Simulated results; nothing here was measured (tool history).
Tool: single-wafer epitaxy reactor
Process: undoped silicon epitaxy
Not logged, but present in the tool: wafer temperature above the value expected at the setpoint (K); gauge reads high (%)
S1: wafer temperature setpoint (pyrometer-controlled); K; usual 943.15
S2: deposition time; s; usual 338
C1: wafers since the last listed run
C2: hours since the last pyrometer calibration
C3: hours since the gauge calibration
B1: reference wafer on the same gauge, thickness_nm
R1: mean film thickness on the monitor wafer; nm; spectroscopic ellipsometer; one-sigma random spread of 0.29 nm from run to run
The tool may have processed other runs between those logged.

run	day	S1	S2	C1	C2	C3	B1	R1
1	0.000	943.15	387	0	2997.4	190.6	87.650	95.319
2	0.942	943.15	338	130	3020.0	213.2	87.485	83.184
3	1.850	943.15	338	125	3041.8	235.0	87.721	83.227
4	3.104	943.15	338	173	3071.9	265.1	87.588	83.112
5	4.217	943.15	338	153	3098.6	291.8	87.579	83.660
6	5.279	943.15	338	146	3124.1	317.3	87.721	83.763
7	5.871	936.15	338	81	3138.3	331.5	87.537	73.318
8	6.804	936.15	338	128	3160.7	353.9	87.577	72.889
9	7.346	936.15	338	74	3173.7	366.9	87.496	73.160
10	8.329	943.15	338	135	3197.3	390.5	87.393	83.589
11	8.983	943.15	338	90	3213.0	406.2	87.673	83.389
12	10.275	943.15	338	178	3244.0	437.2	87.592	83.176
13	11.483	943.15	338	166	3273.0	466.2	87.617	83.352
# day 11.962: pyrometer calibrated
14	12.208	943.15	270	54	5.9	483.6	87.673	66.409
15	13.158	952.15	338	131	28.7	506.4	87.685	97.827
16	13.771	943.15	367	84	43.4	521.1	87.579	90.546
17	14.392	954.15	395	85	58.3	536.0	87.607	118.842
18	15.579	943.15	389	163	86.8	564.5	87.609	96.282
19	16.383	937.15	320	111	106.1	583.8	87.767	70.664
20	17.196	957.15	294	112	125.6	603.3	87.639	93.321
# day 17.912: gauge calibrated
21	18.608	943.15	338	195	159.5	16.7	87.578	83.530
22	19.696	952.15	402	150	185.6	42.8	87.727	116.645
23	21.192	943.15	338	206	221.5	78.7	87.528	83.555
24	21.775	943.15	338	80	235.5	92.7	87.682	83.329
25	23.000	943.15	338	169	264.9	122.1	87.600	83.278
26	24.358	943.15	276	187	297.5	154.7	87.649	68.071

5 ways to go on from here, each from the tool as it stands after run 26. What would each give?
A	24.379	937.15	338	2	298.0	155.2	?	?
B	24.379	928.15	368	2	298.0	155.2	?	?
C	24.379	930.15	271	2	298.0	155.2	?	?
D	24.379	948.15	405	2	298.0	155.2	?	?
E	24.379	958.15	338	2	298.0	155.2	?	?

run	B1	R1
A	87.603	74.463
B	87.603	68.493
C	87.603	52.378
D	87.603	109.224
E	87.603	109.166
With the hidden condition removed and each run's random variation left untouched, the same runs would have given:
run	R1
A	74.463
B	68.493
C	52.378
D	109.224
E	109.166
